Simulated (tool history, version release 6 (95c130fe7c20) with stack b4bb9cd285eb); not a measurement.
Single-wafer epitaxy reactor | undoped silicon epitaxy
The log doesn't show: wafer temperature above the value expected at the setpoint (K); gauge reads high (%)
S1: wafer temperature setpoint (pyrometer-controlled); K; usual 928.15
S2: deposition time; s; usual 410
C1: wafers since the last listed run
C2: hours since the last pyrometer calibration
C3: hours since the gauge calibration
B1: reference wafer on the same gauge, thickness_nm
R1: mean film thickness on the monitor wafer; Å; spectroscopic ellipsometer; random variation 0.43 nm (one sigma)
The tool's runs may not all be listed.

| run | hour | S1 | S2 | C1 | C2 | C3 | B1 | R1 |
|---|---|---|---|---|---|---|---|---|
| 1 | 0 | 933.15 | 392 | 0 | 166 | 411.1 | 67.888 | 835.54 |
| 2 | 57.7 | 933.15 | 392 | 359 | 223.7 | 468.8 | 67.944 | 833.46 |
| 3 | 126.1 | 928.15 | 371 | 426 | 292.1 | 537.2 | 67.864 | 698.63 |
| 4 | 168.9 | 928.15 | 371 | 266 | 334.9 | 580 | 67.751 | 695.72 |
| 5 | 230.3 | 928.15 | 371 | 382 | 396.3 | 641.4 | 68.096 | 699.58 |
| 6 | 449.6 | 928.15 | 410 | 1367 | 615.6 | 860.7 | 67.975 | 780.66 |
| 7 | 525.7 | 928.15 | 410 | 474 | 691.7 | 936.8 | 67.935 | 768.72 |
| 8 | 592.9 | 928.15 | 410 | 419 | 758.9 | 1004 | 67.959 | 773.43 |
| 9 | 901.9 | 928.15 | 410 | 1926 | 1067.9 | 1313 | 67.838 | 775.99 |
| 10 | 997.5 | 928.15 | 410 | 596 | 1163.5 | 1408.6 | 67.808 | 769.12 |
| 11 | 1078.3 | 928.15 | 410 | 503 | 1244.3 | 1489.4 | 67.946 | 776.08 |
|  | 1085 | gauge calibrated |
| 12 | 1117.7 | 928.15 | 458 | 245 | 1283.7 | 32.7 | 67.939 | 865.01 |
| 13 | 1192.3 | 928.15 | 458 | 465 | 1358.3 | 107.3 | 67.935 | 856.71 |
| 14 | 1239.9 | 928.15 | 458 | 296 | 1405.9 | 154.9 | 67.933 | 861.05 |
| 15 | 1336 | 928.15 | 465 | 599 | 1502 | 251 | 67.935 | 875.66 |
| 16 | 1415.5 | 920.15 | 486 | 495 | 1581.5 | 330.5 | 67.847 | 747.41 |
| 17 | 1497.1 | 917.15 | 410 | 508 | 1663.1 | 412.1 | 67.855 | 592.04 |
| 18 | 1584.8 | 928.15 | 335 | 546 | 1750.8 | 499.8 | 67.876 | 630.64 |
| 19 | 1640.5 | 937.15 | 454 | 347 | 1806.5 | 555.5 | 67.787 | 1065.17 |
| 20 | 1700.1 | 919.15 | 471 | 371 | 1866.1 | 615.1 | 67.839 | 711.2 |
|  | 1729 | pyrometer calibrated |
| 21 | 1767 | 939.15 | 480 | 367 | 38 | 682 | 67.842 | 1189.2 |
| 22 | 1864.3 | 943.15 | 385 | 606 | 135.3 | 779.3 | 67.925 | 1043 |
| 23 | 1957.1 | 928.15 | 410 | 578 | 228.1 | 872.1 | 67.926 | 770.49 |
| 24 | 2032.2 | 938.15 | 410 | 468 | 303.2 | 947.2 | 68.011 | 985.63 |
| 25 | 2126.6 | 928.15 | 410 | 588 | 397.6 | 1041.6 | 67.917 | 782.6 |
| 26 | 2202 | 935.15 | 370 | 470 | 473 | 1117 | 67.933 | 824.76 |
| 27 | 2299.3 | 924.15 | 357 | 606 | 570.3 | 1214.3 | 67.98 | 613.2 |
| 28 | 2396.2 | 928.15 | 410 | 604 | 667.2 | 1311.2 | 68.027 | 772.84 |
| 29 | 2463.4 | 919.15 | 410 | 419 | 734.4 | 1378.4 | 67.781 | 624.21 |

What the log doesn't show, run by run:
wafer temperature above the value expected at the setpoint (K): 0 in every run
gauge reads high (%): 0 in every run
